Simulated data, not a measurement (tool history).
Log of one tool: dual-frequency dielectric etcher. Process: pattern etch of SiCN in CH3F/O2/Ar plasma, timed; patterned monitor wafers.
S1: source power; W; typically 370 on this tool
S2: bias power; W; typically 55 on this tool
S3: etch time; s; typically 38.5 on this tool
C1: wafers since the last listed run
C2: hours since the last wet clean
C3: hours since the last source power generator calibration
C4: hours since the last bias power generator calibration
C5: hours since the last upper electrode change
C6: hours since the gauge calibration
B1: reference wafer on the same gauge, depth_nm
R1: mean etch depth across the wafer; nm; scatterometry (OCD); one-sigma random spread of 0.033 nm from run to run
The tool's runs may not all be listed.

run,hour,S1,S2,S3,C1,C2,C3,C4,C5,C6,B1,R1
1,0.0,370,55,38.5,0,404.4,1093.4,2101.2,4108.1,592.3,12.62,12.53
2,68.5,370,55,38.5,1042,472.9,1161.9,2169.7,4176.6,660.8,12.60,12.60
3,112.6,370,55,38.5,670,517.0,1206.0,2213.8,4220.7,704.9,12.59,12.61
# hour 157.6: wet clean of the chamber
4,188.4,370,55,38.5,788,30.8,1281.8,2289.6,4296.5,780.7,12.61,12.44
5,272.6,320,55,38.5,1280,115.0,1366.0,2373.8,4380.7,864.9,12.61,11.39
6,380.6,320,55,38.5,1642,223.0,1474.0,2481.8,4488.7,972.9,12.59,11.43
7,441.2,320,55,38.5,921,283.6,1534.6,2542.4,4549.3,1033.5,12.60,11.49
8,540.5,370,55,38.5,1510,382.9,1633.9,2641.7,4648.6,1132.8,12.60,12.72
# hour 594.2: wet clean of the chamber
9,594.7,370,55,38.5,459,0.5,1688.1,2695.9,4702.8,1187.0,12.58,12.45
# hour 798.9: source power generator calibrated
# hour 823.5: gauge calibrated
10,847.3,400,47,31.0,3781,253.1,48.4,2948.5,4955.4,23.8,12.61,10.15
11,888.6,320,55,38.5,628,294.4,89.7,2989.8,4996.7,65.1,12.60,11.31
12,988.8,370,55,38.5,1524,394.6,189.9,3090.0,5096.9,165.3,12.61,12.48
# hour 1059.4: wet clean of the chamber
13,1060.6,290,51,30.5,727,1.2,261.7,3161.8,5168.7,237.1,12.61,8.18
# hour 1117.5: upper electrode replaced
# hour 1155.8: bias power generator calibrated
14,1166.4,370,55,38.5,1183,107.0,367.5,10.6,48.9,342.9,12.60,12.33
15,1250.0,440,55,38.5,1271,190.6,451.1,94.2,132.5,426.5,12.59,13.74
16,1319.9,350,63,32.0,1063,260.5,521.0,164.1,202.4,496.4,12.60,10.38
17,1375.5,320,55,38.5,845,316.1,576.6,219.7,258.0,552.0,12.61,11.36
18,1445.6,370,63,38.5,1066,386.2,646.7,289.8,328.1,622.1,12.59,13.02
# hour 1512.7: wet clean of the chamber
19,1524.6,320,42,34.0,836,11.9,725.7,368.8,407.1,701.1,12.60,9.41

Predict each of these 3 candidate next runs independently; none follows another, all start after run 19:
A,1525.0,370,55,38.5,6,12.3,726.1,369.2,407.5,701.5,?,?
B,1525.0,370,55,33.0,6,12.3,726.1,369.2,407.5,701.5,?,?
C,1525.0,330,42,35.0,6,12.3,726.1,369.2,407.5,701.5,?,?

run,B1,R1
A,12.60,12.43
B,12.60,10.66
C,12.60,9.89
Had the tool no hidden state, the same runs would have come out as:
run,R1
A,12.30
B,10.54
C,9.78
